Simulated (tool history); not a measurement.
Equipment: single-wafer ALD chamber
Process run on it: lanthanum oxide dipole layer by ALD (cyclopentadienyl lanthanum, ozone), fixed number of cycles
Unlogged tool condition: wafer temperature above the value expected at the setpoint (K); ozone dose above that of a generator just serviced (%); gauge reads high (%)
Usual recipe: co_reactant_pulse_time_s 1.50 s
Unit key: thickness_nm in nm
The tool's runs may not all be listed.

| run | hour | co_reactant_pulse_time_s | wafers since the last listed run | hours since the last thermocouple change | hours since the last ozone generator service | hours since the showerhead was replaced | hours since the gauge calibration | read-back reference wafer on the same gauge, thickness_nm | thickness_nm |
|---|---|---|---|---|---|---|---|---|---|
| 1 | 0.0 | 1.94 | 0 | 1875.9 | 379.7 | 1584.7 | 77.5 | 0.537 | 0.620 |
| 2 | 47.1 | 1.94 | 727 | 1923.0 | 426.8 | 1631.8 | 124.6 | 0.537 | 0.619 |
| 3 | 118.5 | 1.91 | 1102 | 1994.4 | 498.2 | 1703.2 | 196.0 | 0.538 | 0.616 |
| 4 | 176.4 | 1.50 | 894 | 2052.3 | 556.1 | 1761.1 | 253.9 | 0.537 | 0.585 |
| 5 | 244.5 | 1.20 | 1052 | 2120.4 | 624.2 | 1829.2 | 322.0 | 0.537 | 0.519 |
| 6 | 288.2 | 1.05 | 675 | 2164.1 | 667.9 | 1872.9 | 365.7 | 0.538 | 0.454 |
| 7 | 353.1 | 1.13 | 1002 | 2229.0 | 732.8 | 1937.8 | 430.6 | 0.537 | 0.489 |
| 8 | 379.4 | 1.13 | 406 | 2255.3 | 759.1 | 1964.1 | 456.9 | 0.537 | 0.489 |
| 9 | 437.9 | 1.13 | 903 | 2313.8 | 817.6 | 2022.6 | 515.4 | 0.537 | 0.489 |
| 10 | 480.0 | 1.50 | 650 | 2355.9 | 859.7 | 2064.7 | 557.5 | 0.537 | 0.583 |
|  | 497.2 | ozone generator serviced |
| 11 | 537.4 | 1.50 | 763 | 2413.3 | 40.2 | 2122.1 | 614.9 | 0.537 | 0.595 |
| 12 | 569.8 | 1.50 | 500 | 2445.7 | 72.6 | 2154.5 | 647.3 | 0.537 | 0.597 |
|  | 587.2 | thermocouple changed; heater temperature recalibrated |
| 13 | 641.6 | 1.50 | 985 | 54.4 | 144.4 | 2226.3 | 719.1 | 0.537 | 0.593 |
| 14 | 675.5 | 1.74 | 523 | 88.3 | 178.3 | 2260.2 | 753.0 | 0.537 | 0.610 |
| 15 | 705.1 | 1.74 | 457 | 117.9 | 207.9 | 2289.8 | 782.6 | 0.536 | 0.610 |
| 16 | 880.4 | 1.74 | 2708 | 293.2 | 383.2 | 2465.1 | 957.9 | 0.537 | 0.606 |
| 17 | 943.9 | 1.80 | 980 | 356.7 | 446.7 | 2528.6 | 1021.4 | 0.537 | 0.611 |
| 18 | 977.4 | 1.07 | 517 | 390.2 | 480.2 | 2562.1 | 1054.9 | 0.537 | 0.460 |
| 19 | 1032.6 | 1.50 | 852 | 445.4 | 535.4 | 2617.3 | 1110.1 | 0.538 | 0.585 |
| 20 | 1093.9 | 0.91 | 946 | 506.7 | 596.7 | 2678.6 | 1171.4 | 0.537 | 0.358 |
|  | 1138.1 | showerhead replaced |
| 21 | 1162.8 | 1.94 | 940 | 575.6 | 665.6 | 24.7 | 1240.3 | 0.537 | 0.616 |
|  | 1181.1 | ozone generator serviced |
| 22 | 1231.9 | 0.98 | 943 | 644.7 | 50.8 | 93.8 | 1309.4 | 0.537 | 0.440 |
|  | 1241.2 | gauge calibrated |
| 23 | 1263.8 | 1.30 | 492 | 676.6 | 82.7 | 125.7 | 22.6 | 0.537 | 0.559 |
| 24 | 1320.0 | 1.11 | 868 | 732.8 | 138.9 | 181.9 | 78.8 | 0.537 | 0.497 |
| 25 | 1367.6 | 1.77 | 735 | 780.4 | 186.5 | 229.5 | 126.4 | 0.537 | 0.611 |
| 26 | 1400.4 | 1.30 | 506 | 813.2 | 219.3 | 262.3 | 159.2 | 0.537 | 0.552 |
| 27 | 1427.5 | 1.90 | 418 | 840.3 | 246.4 | 289.4 | 186.3 | 0.537 | 0.624 |
| 28 | 1457.4 | 1.50 | 461 | 870.2 | 276.3 | 319.3 | 216.2 | 0.537 | 0.588 |
| 29 | 1518.1 | 1.87 | 937 | 930.9 | 337.0 | 380.0 | 276.9 | 0.537 | 0.617 |
| 30 | 1691.8 | 1.33 | 2683 | 1104.6 | 510.7 | 553.7 | 450.6 | 0.538 | 0.554 |
| 31 | 1731.5 | 1.50 | 613 | 1144.3 | 550.4 | 593.4 | 490.3 | 0.537 | 0.582 |
| 32 | 1773.8 | 1.69 | 653 | 1186.6 | 592.7 | 635.7 | 532.6 | 0.537 | 0.602 |
| 33 | 1817.4 | 1.17 | 673 | 1230.2 | 636.3 | 679.3 | 576.2 | 0.537 | 0.505 |
| 34 | 1884.6 | 2.03 | 1038 | 1297.4 | 703.5 | 746.5 | 643.4 | 0.537 | 0.624 |
| 35 | 1928.0 | 1.16 | 670 | 1340.8 | 746.9 | 789.9 | 686.8 | 0.537 | 0.498 |

Branching from run 35: 3 alternative next runs. What would each branch give?
| A | 1928.4 | 1.32 | 6 | 1341.2 | 747.3 | 790.3 | 687.2 | ? | ? |
| B | 1928.4 | 1.73 | 6 | 1341.2 | 747.3 | 790.3 | 687.2 | ? | ? |
| C | 1928.4 | 0.92 | 6 | 1341.2 | 747.3 | 790.3 | 687.2 | ? | ? |

| run | read-back reference wafer on the same gauge, thickness_nm | thickness_nm |
|---|---|---|
| A | 0.537 | 0.550 |
| B | 0.537 | 0.609 |
| C | 0.537 | 0.369 |
What these runs would have given with no unlogged condition in the tool:
| run | thickness_nm |
|---|---|
| A | 0.576 |
| B | 0.620 |
| C | 0.407 |
